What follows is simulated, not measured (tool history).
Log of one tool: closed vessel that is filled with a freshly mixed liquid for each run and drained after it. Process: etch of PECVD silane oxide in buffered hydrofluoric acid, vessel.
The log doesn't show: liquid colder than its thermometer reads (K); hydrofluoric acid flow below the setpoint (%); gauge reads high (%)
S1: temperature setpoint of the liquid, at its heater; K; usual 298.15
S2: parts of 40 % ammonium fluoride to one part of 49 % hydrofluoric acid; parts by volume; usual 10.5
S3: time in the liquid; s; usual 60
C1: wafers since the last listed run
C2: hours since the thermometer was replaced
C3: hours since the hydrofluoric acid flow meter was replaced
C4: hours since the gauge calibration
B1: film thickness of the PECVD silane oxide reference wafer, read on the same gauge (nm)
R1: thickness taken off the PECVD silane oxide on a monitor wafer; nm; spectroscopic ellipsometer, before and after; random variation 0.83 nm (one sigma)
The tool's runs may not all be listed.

run 1 hour=0 | S1=298.15 S2=10.5 S3=60 | C1=0 C2=763 C3=454 C4=114.4 | B1=70 | R1=159.79
-- hour=49.4 thermometer replaced
run 2 hour=70.5 | S1=298.15 S2=10.5 S3=60 | C1=8411 C2=21.1 C3=524.5 C4=184.9 | B1=70 | R1=165.12
run 3 hour=129.3 | S1=298.15 S2=10.5 S3=60 | C1=7116 C2=79.9 C3=583.3 C4=243.7 | B1=69.99 | R1=163.77
run 4 hour=166.4 | S1=298.15 S2=10.5 S3=60 | C1=4490 C2=117 C3=620.4 C4=280.8 | B1=69.99 | R1=162.44
-- hour=189.8 hydrofluoric acid flow meter replaced
run 5 hour=235 | S1=298.15 S2=10.5 S3=60 | C1=8181 C2=185.6 C3=45.2 C4=349.4 | B1=70 | R1=170.58
run 6 hour=274.2 | S1=298.15 S2=10.5 S3=60 | C1=4744 C2=224.8 C3=84.4 C4=388.6 | B1=70 | R1=169.37
run 7 hour=343.3 | S1=298.15 S2=10.5 S3=60 | C1=8363 C2=293.9 C3=153.5 C4=457.7 | B1=69.99 | R1=167.38
run 8 hour=402.9 | S1=298.15 S2=10.5 S3=60 | C1=7213 C2=353.5 C3=213.1 C4=517.3 | B1=70 | R1=167.21
run 9 hour=459.4 | S1=295.65 S2=10.5 S3=60 | C1=6838 C2=410 C3=269.6 C4=573.8 | B1=70.01 | R1=144.26
run 10 hour=506.1 | S1=295.65 S2=10.5 S3=60 | C1=5652 C2=456.7 C3=316.3 C4=620.5 | B1=70.01 | R1=142.99
run 11 hour=566.3 | S1=294.65 S2=12.5 S3=60 | C1=7286 C2=516.9 C3=376.5 C4=680.7 | B1=70 | R1=113.8
run 12 hour=598.2 | S1=294.65 S2=12.5 S3=60 | C1=3860 C2=548.8 C3=408.4 C4=712.6 | B1=70.01 | R1=112.28
run 13 hour=657.1 | S1=298.15 S2=9 S3=60 | C1=7128 C2=607.7 C3=467.3 C4=771.5 | B1=69.98 | R1=183.06
run 14 hour=694.3 | S1=298.15 S2=10.5 S3=70 | C1=4502 C2=644.9 C3=504.5 C4=808.7 | B1=69.99 | R1=187.62
run 15 hour=722.9 | S1=298.15 S2=10.5 S3=60 | C1=3461 C2=673.5 C3=533.1 C4=837.3 | B1=70 | R1=159.35
run 16 hour=762.5 | S1=300.65 S2=10.5 S3=85 | C1=4792 C2=713.1 C3=572.7 C4=876.9 | B1=70.01 | R1=260.1
-- hour=786.3 gauge calibrated
-- hour=787.6 hydrofluoric acid flow meter replaced
run 17 hour=813.6 | S1=294.65 S2=12.5 S3=60 | C1=6063 C2=764.2 C3=26 C4=27.3 | B1=70 | R1=114.31
-- hour=829.9 thermometer replaced
run 18 hour=866.7 | S1=298.15 S2=14 S3=30 | C1=6305 C2=36.8 C3=79.1 C4=80.4 | B1=69.99 | R1=64.22
run 19 hour=890.7 | S1=298.15 S2=13.5 S3=60 | C1=2904 C2=60.8 C3=103.1 C4=104.4 | B1=69.98 | R1=132.96
run 20 hour=917.3 | S1=300.15 S2=10.5 S3=60 | C1=3219 C2=87.4 C3=129.7 C4=131 | B1=70.01 | R1=189.22
run 21 hour=959.4 | S1=295.65 S2=9 S3=80 | C1=5095 C2=129.5 C3=171.8 C4=173.1 | B1=70 | R1=220.42
run 22 hour=1021.4 | S1=298.15 S2=7 S3=30 | C1=7503 C2=191.5 C3=233.8 C4=235.1 | B1=70.02 | R1=123.69
run 23 hour=1090 | S1=294.15 S2=10.5 S3=85 | C1=8302 C2=260.1 C3=302.4 C4=303.7 | B1=70.01 | R1=189.06
run 24 hour=1151.1 | S1=298.15 S2=10.5 S3=60 | C1=7394 C2=321.2 C3=363.5 C4=364.8 | B1=70 | R1=165.72
run 25 hour=1209.6 | S1=298.15 S2=10.5 S3=75 | C1=7080 C2=379.7 C3=422 C4=423.3 | B1=70.01 | R1=204.96
run 26 hour=1253.6 | S1=302.15 S2=13.5 S3=75 | C1=5325 C2=423.7 C3=466 C4=467.3 | B1=69.99 | R1=195.93

5 ways to go on from here, each from the tool as it stands after run 26. What would each give?
run A hour=1254.3 | S1=294.65 S2=10.5 S3=60 | C1=84 C2=424.4 C3=466.7 C4=468 | B1=? | R1=?
run B hour=1254.3 | S1=300.15 S2=8 S3=35 | C1=84 C2=424.4 C3=466.7 C4=468 | B1=? | R1=?
run C hour=1254.3 | S1=301.15 S2=9 S3=50 | C1=84 C2=424.4 C3=466.7 C4=468 | B1=? | R1=?
run D hour=1254.3 | S1=300.15 S2=7 S3=45 | C1=84 C2=424.4 C3=466.7 C4=468 | B1=? | R1=?
run E hour=1254.3 | S1=302.65 S2=14 S3=60 | C1=84 C2=424.4 C3=466.7 C4=468 | B1=? | R1=?

run=A B1=70.01 R1=132.99
run=B B1=70.01 R1=132.83
run=C B1=70.01 R1=179.12
run=D B1=70.01 R1=197.29
run=E B1=70.01 R1=154.88
Without the tool's hidden state the same runs would have given:
run=A R1=141.29
run=B R1=141.54
run=C R1=187.7
run=D R1=210.2
run=E R1=164.37
